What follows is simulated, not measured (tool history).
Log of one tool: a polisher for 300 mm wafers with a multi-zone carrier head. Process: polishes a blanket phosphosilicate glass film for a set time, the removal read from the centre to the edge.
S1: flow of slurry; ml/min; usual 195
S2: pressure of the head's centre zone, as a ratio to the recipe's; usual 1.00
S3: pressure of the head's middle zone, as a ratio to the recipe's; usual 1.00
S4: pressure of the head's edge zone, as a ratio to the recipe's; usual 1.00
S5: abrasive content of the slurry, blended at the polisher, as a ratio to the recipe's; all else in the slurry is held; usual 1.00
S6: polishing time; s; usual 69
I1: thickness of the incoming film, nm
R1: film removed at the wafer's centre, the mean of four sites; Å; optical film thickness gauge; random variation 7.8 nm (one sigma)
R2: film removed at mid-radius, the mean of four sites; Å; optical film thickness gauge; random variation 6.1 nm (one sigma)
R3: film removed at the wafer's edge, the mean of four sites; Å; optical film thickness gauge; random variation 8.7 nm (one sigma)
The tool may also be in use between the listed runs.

run	hour	S1	S2	S3	S4	S5	S6	I1	R1	R2	R3
1	0.0	170	1.00	0.91	1.00	0.80	69	3402.2	4620	4401	4549
# hour 16.7: worn pad replaced by a new one
2	33.4	195	1.00	1.00	1.11	1.00	56	3393.5	4702	4833	5085
3	53.2	245	1.00	0.92	1.00	0.75	69	3380.9	5228	5074	5278
4	68.7	195	1.00	1.00	1.00	1.10	50	3408.9	4167	4152	4244
5	89.5	195	1.00	1.00	1.00	1.00	69	3381.1	5442	5545	5483
6	113.4	195	1.00	1.00	1.00	1.00	69	3447.0	5340	5360	5324
7	136.8	175	1.00	1.00	1.00	1.00	60	3419.7	4577	4591	4445
8	150.7	195	0.94	1.00	1.00	1.10	69	3326.2	5060	5496	5545
9	181.4	195	1.00	1.00	1.00	1.00	69	3419.8	5283	5283	5200
10	204.4	195	1.00	1.00	1.00	1.00	69	3368.4	5192	5250	5257
# hour 222.2: worn pad replaced by a new one
11	227.5	195	1.00	0.96	1.00	1.15	69	3395.0	6202	6099	6313
# hour 236.6: carrier head's membrane replaced by a new one
12	253.7	260	1.00	1.00	1.08	1.00	69	3331.3	5746	6091	6058
13	273.2	170	1.12	1.00	0.91	1.00	69	3382.7	5946	5384	5014
14	293.1	250	1.11	1.08	1.00	1.10	69	3342.9	6342	6224	5744
15	318.0	195	1.00	1.00	1.00	1.00	69	3362.4	5236	5316	5315
16	334.4	195	1.00	1.00	1.00	1.00	69	3395.5	5290	5282	5376
17	355.4	170	1.05	1.00	1.00	1.00	89	3408.9	6872	6523	6548
18	379.9	240	0.95	1.00	1.00	1.00	87	3382.0	6261	6868	6667
19	401.9	250	1.11	1.08	1.00	1.10	69	3412.1	6093	6001	5553
20	414.9	195	1.00	1.00	1.00	1.00	69	3433.0	5114	5215	5221
# hour 438.6: worn pad replaced by a new one
21	441.9	195	1.00	1.00	1.07	0.70	69	3362.3	5137	5232	5321
22	456.2	195	1.00	1.00	1.05	1.00	89	3392.3	7392	7458	7458

Forecast each of these 4 alternatives for the next run:
A	456.6	195	1.00	1.00	1.00	1.00	69	3343.1	?	?	?
B	456.6	140	1.00	0.89	1.00	1.00	53	3343.1	?	?	?
C	456.6	160	1.00	1.11	1.00	1.00	78	3343.1	?	?	?
D	456.6	265	1.00	0.89	1.11	1.30	69	3343.1	?	?	?

run	R1	R2	R3
A	5713	5799	5857
B	4072	3784	4297
C	6206	6911	6440
D	6573	6027	7003
Without the tool's hidden state the same runs would have given:
run	R1	R2	R3
A	6068	6160	6221
B	4325	4020	4564
C	6592	7341	6840
D	6982	6402	7439

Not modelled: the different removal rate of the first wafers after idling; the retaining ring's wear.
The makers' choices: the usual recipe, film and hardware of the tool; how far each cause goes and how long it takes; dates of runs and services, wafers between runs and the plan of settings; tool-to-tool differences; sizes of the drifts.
